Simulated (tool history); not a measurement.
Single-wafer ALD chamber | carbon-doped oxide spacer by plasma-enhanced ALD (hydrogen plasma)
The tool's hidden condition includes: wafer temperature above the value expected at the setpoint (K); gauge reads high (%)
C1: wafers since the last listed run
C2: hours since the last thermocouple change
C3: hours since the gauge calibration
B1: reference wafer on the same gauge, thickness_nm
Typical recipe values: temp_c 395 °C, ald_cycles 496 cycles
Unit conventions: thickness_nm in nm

{"run": 1, "hour": 0.0, "temp_c": 387, "ald_cycles": 496, "C1": 0, "C2": 669.3, "C3": 54.3, "B1": 19.891, "thickness_nm": 22.622}
{"run": 2, "hour": 57.0, "temp_c": 395, "ald_cycles": 564, "C1": 30, "C2": 726.3, "C3": 111.3, "B1": 19.832, "thickness_nm": 25.504}
{"run": 3, "hour": 93.1, "temp_c": 395, "ald_cycles": 564, "C1": 19, "C2": 762.4, "C3": 147.4, "B1": 19.763, "thickness_nm": 25.48}
{"run": 4, "hour": 125.0, "temp_c": 395, "ald_cycles": 564, "C1": 17, "C2": 794.3, "C3": 179.3, "B1": 19.76, "thickness_nm": 25.271}
{"run": 5, "hour": 191.6, "temp_c": 395, "ald_cycles": 532, "C1": 35, "C2": 860.9, "C3": 245.9, "B1": 19.735, "thickness_nm": 24.288}
{"run": 6, "hour": 259.6, "temp_c": 395, "ald_cycles": 532, "C1": 36, "C2": 928.9, "C3": 313.9, "B1": 19.654, "thickness_nm": 23.988}
{"run": 7, "hour": 284.7, "temp_c": 395, "ald_cycles": 532, "C1": 13, "C2": 954, "C3": 339, "B1": 19.635, "thickness_nm": 23.968}
{"run": 8, "hour": 338.8, "temp_c": 395, "ald_cycles": 496, "C1": 29, "C2": 1008.1, "C3": 393.1, "B1": 19.614, "thickness_nm": 22.126}
{"run": 9, "hour": 363.0, "temp_c": 395, "ald_cycles": 496, "C1": 13, "C2": 1032.3, "C3": 417.3, "B1": 19.555, "thickness_nm": 22.428}
{"run": 10, "hour": 392.2, "temp_c": 395, "ald_cycles": 496, "C1": 15, "C2": 1061.5, "C3": 446.5, "B1": 19.573, "thickness_nm": 22.241}
{"run": 11, "hour": 445.8, "temp_c": 395, "ald_cycles": 559, "C1": 28, "C2": 1115.1, "C3": 500.1, "B1": 19.547, "thickness_nm": 25.232}
{"run": 12, "hour": 496.9, "temp_c": 395, "ald_cycles": 559, "C1": 27, "C2": 1166.2, "C3": 551.2, "B1": 19.465, "thickness_nm": 25.038}
{"run": 13, "hour": 539.6, "temp_c": 395, "ald_cycles": 559, "C1": 23, "C2": 1208.9, "C3": 593.9, "B1": 19.439, "thickness_nm": 24.84}
{"hour": 555.1, "done": "thermocouple changed; heater temperature recalibrated"}
{"hour": 556.8, "done": "gauge calibrated"}
{"run": 14, "hour": 564.5, "temp_c": 403, "ald_cycles": 558, "C1": 9, "C2": 9.4, "C3": 7.7, "B1": 19.848, "thickness_nm": 25.096}
{"run": 15, "hour": 600.1, "temp_c": 404, "ald_cycles": 567, "C1": 19, "C2": 45, "C3": 43.3, "B1": 19.834, "thickness_nm": 25.51}
{"run": 16, "hour": 632.8, "temp_c": 408, "ald_cycles": 422, "C1": 17, "C2": 77.7, "C3": 76, "B1": 19.783, "thickness_nm": 18.795}
{"run": 17, "hour": 659.7, "temp_c": 382, "ald_cycles": 448, "C1": 14, "C2": 104.6, "C3": 102.9, "B1": 19.789, "thickness_nm": 20.264}
{"run": 18, "hour": 685.9, "temp_c": 382, "ald_cycles": 453, "C1": 14, "C2": 130.8, "C3": 129.1, "B1": 19.748, "thickness_nm": 20.413}
{"run": 19, "hour": 751.0, "temp_c": 395, "ald_cycles": 496, "C1": 35, "C2": 195.9, "C3": 194.2, "B1": 19.668, "thickness_nm": 22.276}
{"run": 20, "hour": 785.5, "temp_c": 405, "ald_cycles": 534, "C1": 18, "C2": 230.4, "C3": 228.7, "B1": 19.679, "thickness_nm": 23.706}
{"run": 21, "hour": 849.1, "temp_c": 382, "ald_cycles": 593, "C1": 34, "C2": 294, "C3": 292.3, "B1": 19.66, "thickness_nm": 26.475}
{"run": 22, "hour": 885.7, "temp_c": 400, "ald_cycles": 432, "C1": 19, "C2": 330.6, "C3": 328.9, "B1": 19.604, "thickness_nm": 19.311}
{"run": 23, "hour": 923.3, "temp_c": 395, "ald_cycles": 496, "C1": 20, "C2": 368.2, "C3": 366.5, "B1": 19.564, "thickness_nm": 22.205}
{"run": 24, "hour": 973.2, "temp_c": 389, "ald_cycles": 580, "C1": 26, "C2": 418.1, "C3": 416.4, "B1": 19.53, "thickness_nm": 26.099}
{"run": 25, "hour": 1010.2, "temp_c": 387, "ald_cycles": 560, "C1": 19, "C2": 455.1, "C3": 453.4, "B1": 19.509, "thickness_nm": 25.056}
{"run": 26, "hour": 1037.2, "temp_c": 382, "ald_cycles": 593, "C1": 14, "C2": 482.1, "C3": 480.4, "B1": 19.484, "thickness_nm": 26.615}
{"run": 27, "hour": 1080.4, "temp_c": 395, "ald_cycles": 496, "C1": 23, "C2": 525.3, "C3": 523.6, "B1": 19.478, "thickness_nm": 21.883}

Branching from run 27: 5 alternative next runs. What would each branch give?
{"run": "A", "hour": 1081.6, "temp_c": 409, "ald_cycles": 496, "C1": 0, "C2": 526.5, "C3": 524.8, "B1": "?", "thickness_nm": "?"}
{"run": "B", "hour": 1081.6, "temp_c": 388, "ald_cycles": 589, "C1": 0, "C2": 526.5, "C3": 524.8, "B1": "?", "thickness_nm": "?"}
{"run": "C", "hour": 1081.6, "temp_c": 383, "ald_cycles": 540, "C1": 0, "C2": 526.5, "C3": 524.8, "B1": "?", "thickness_nm": "?"}
{"run": "D", "hour": 1081.6, "temp_c": 384, "ald_cycles": 552, "C1": 0, "C2": 526.5, "C3": 524.8, "B1": "?", "thickness_nm": "?"}
{"run": "E", "hour": 1081.6, "temp_c": 395, "ald_cycles": 581, "C1": 0, "C2": 526.5, "C3": 524.8, "B1": "?", "thickness_nm": "?"}

run=A B1=19.475 thickness_nm=21.593
run=B B1=19.475 thickness_nm=26.218
run=C B1=19.475 thickness_nm=24.037
run=D B1=19.475 thickness_nm=24.571
run=E B1=19.475 thickness_nm=25.862
Without the tool's unlogged condition, the same runs would have read:
run=A thickness_nm=22.094
run=B thickness_nm=26.825
run=C thickness_nm=24.594
run=D thickness_nm=25.14
run=E thickness_nm=26.461

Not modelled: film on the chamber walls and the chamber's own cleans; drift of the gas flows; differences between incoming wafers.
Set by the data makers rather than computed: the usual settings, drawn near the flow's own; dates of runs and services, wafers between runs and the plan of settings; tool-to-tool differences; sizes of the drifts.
